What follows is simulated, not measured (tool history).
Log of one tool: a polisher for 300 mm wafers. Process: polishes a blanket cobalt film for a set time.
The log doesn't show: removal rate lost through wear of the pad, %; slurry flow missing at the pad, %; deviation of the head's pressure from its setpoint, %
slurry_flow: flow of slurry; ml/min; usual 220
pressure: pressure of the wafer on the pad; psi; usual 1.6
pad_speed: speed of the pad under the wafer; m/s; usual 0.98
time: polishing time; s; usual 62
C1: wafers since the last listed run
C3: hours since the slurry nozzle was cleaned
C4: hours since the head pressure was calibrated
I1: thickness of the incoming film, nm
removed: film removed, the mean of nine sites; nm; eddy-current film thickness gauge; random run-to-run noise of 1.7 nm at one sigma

{"run": 1, "hour": 0.0, "slurry_flow": 220, "pressure": 1.6, "pad_speed": 0.98, "time": 62, "C1": 0, "wafers polished on this pad": 986, "C3": 645.8, "C4": 675.0, "I1": 700.2, "removed": 194.6}
{"run": 2, "hour": 7.9, "slurry_flow": 220, "pressure": 1.6, "pad_speed": 0.98, "time": 62, "C1": 101, "wafers polished on this pad": 1087, "C3": 653.7, "C4": 682.9, "I1": 707.3, "removed": 196.4}
{"hour": 22.2, "done": "worn pad replaced by a new one"}
{"run": 3, "hour": 22.7, "slurry_flow": 220, "pressure": 1.6, "pad_speed": 0.98, "time": 62, "C1": 138, "wafers polished on this pad": 6, "C3": 668.5, "C4": 697.7, "I1": 695.4, "removed": 209.8}
{"run": 4, "hour": 29.5, "slurry_flow": 240, "pressure": 1.6, "pad_speed": 0.98, "time": 62, "C1": 87, "wafers polished on this pad": 94, "C3": 675.3, "C4": 704.5, "I1": 695.2, "removed": 209.2}
{"run": 5, "hour": 44.7, "slurry_flow": 240, "pressure": 1.6, "pad_speed": 0.98, "time": 62, "C1": 195, "wafers polished on this pad": 289, "C3": 690.5, "C4": 719.7, "I1": 707.4, "removed": 204.2}
{"run": 6, "hour": 59.5, "slurry_flow": 240, "pressure": 1.6, "pad_speed": 0.98, "time": 62, "C1": 190, "wafers polished on this pad": 479, "C3": 705.3, "C4": 734.5, "I1": 694.5, "removed": 200.7}
{"run": 7, "hour": 69.1, "slurry_flow": 195, "pressure": 1.6, "pad_speed": 0.98, "time": 62, "C1": 123, "wafers polished on this pad": 602, "C3": 714.9, "C4": 744.1, "I1": 704.1, "removed": 194.7}
{"run": 8, "hour": 80.6, "slurry_flow": 195, "pressure": 1.6, "pad_speed": 0.98, "time": 62, "C1": 147, "wafers polished on this pad": 750, "C3": 726.4, "C4": 755.6, "I1": 685.3, "removed": 193.8}
{"run": 9, "hour": 90.2, "slurry_flow": 220, "pressure": 1.6, "pad_speed": 0.66, "time": 62, "C1": 123, "wafers polished on this pad": 874, "C3": 736.0, "C4": 765.2, "I1": 707.1, "removed": 131.8}
{"hour": 101.4, "done": "head pressure recalibrated"}
{"run": 10, "hour": 101.9, "slurry_flow": 170, "pressure": 1.6, "pad_speed": 0.98, "time": 62, "C1": 124, "wafers polished on this pad": 998, "C3": 747.7, "C4": 0.5, "I1": 701.2, "removed": 211.4}
{"hour": 110.5, "done": "worn pad replaced by a new one"}
{"run": 11, "hour": 112.8, "slurry_flow": 220, "pressure": 2.2, "pad_speed": 1.22, "time": 62, "C1": 88, "wafers polished on this pad": 29, "C3": 758.6, "C4": 11.4, "I1": 697.3, "removed": 404.7}
{"hour": 119.5, "done": "slurry nozzle cleaned"}
{"run": 12, "hour": 128.8, "slurry_flow": 160, "pressure": 1.6, "pad_speed": 0.72, "time": 62, "C1": 192, "wafers polished on this pad": 222, "C3": 9.3, "C4": 27.4, "I1": 698.9, "removed": 159.5}
{"run": 13, "hour": 145.1, "slurry_flow": 220, "pressure": 1.6, "pad_speed": 0.98, "time": 62, "C1": 209, "wafers polished on this pad": 431, "C3": 25.6, "C4": 43.7, "I1": 694.6, "removed": 225.6}
{"run": 14, "hour": 154.3, "slurry_flow": 220, "pressure": 1.6, "pad_speed": 0.98, "time": 62, "C1": 118, "wafers polished on this pad": 549, "C3": 34.8, "C4": 52.9, "I1": 700.8, "removed": 222.6}
{"run": 15, "hour": 160.8, "slurry_flow": 220, "pressure": 1.6, "pad_speed": 0.98, "time": 62, "C1": 83, "wafers polished on this pad": 633, "C3": 41.3, "C4": 59.4, "I1": 685.1, "removed": 222.8}
{"run": 16, "hour": 173.8, "slurry_flow": 285, "pressure": 2.0, "pad_speed": 0.98, "time": 52, "C1": 167, "wafers polished on this pad": 800, "C3": 54.3, "C4": 72.4, "I1": 699.7, "removed": 238.0}
{"run": 17, "hour": 186.9, "slurry_flow": 220, "pressure": 1.6, "pad_speed": 1.18, "time": 62, "C1": 168, "wafers polished on this pad": 968, "C3": 67.4, "C4": 85.5, "I1": 691.9, "removed": 261.9}

Alternative continuations, all from the tool just after run 17; predict every row:
{"run": "A", "hour": 187.3, "slurry_flow": 220, "pressure": 1.6, "pad_speed": 0.98, "time": 42, "C1": 5, "wafers polished on this pad": 973, "C3": 67.8, "C4": 85.9, "I1": 693.7, "removed": "?"}
{"run": "B", "hour": 187.3, "slurry_flow": 220, "pressure": 1.6, "pad_speed": 0.98, "time": 52, "C1": 5, "wafers polished on this pad": 973, "C3": 67.8, "C4": 85.9, "I1": 693.7, "removed": "?"}
{"run": "C", "hour": 187.3, "slurry_flow": 220, "pressure": 1.4, "pad_speed": 0.98, "time": 83, "C1": 5, "wafers polished on this pad": 973, "C3": 67.8, "C4": 85.9, "I1": 693.7, "removed": "?"}

run=A removed=146.7
run=B removed=181.7
run=C removed=253.7
Without the tool's unlogged condition, the same runs would have read:
run=A removed=163.8
run=B removed=202.8
run=C removed=283.3

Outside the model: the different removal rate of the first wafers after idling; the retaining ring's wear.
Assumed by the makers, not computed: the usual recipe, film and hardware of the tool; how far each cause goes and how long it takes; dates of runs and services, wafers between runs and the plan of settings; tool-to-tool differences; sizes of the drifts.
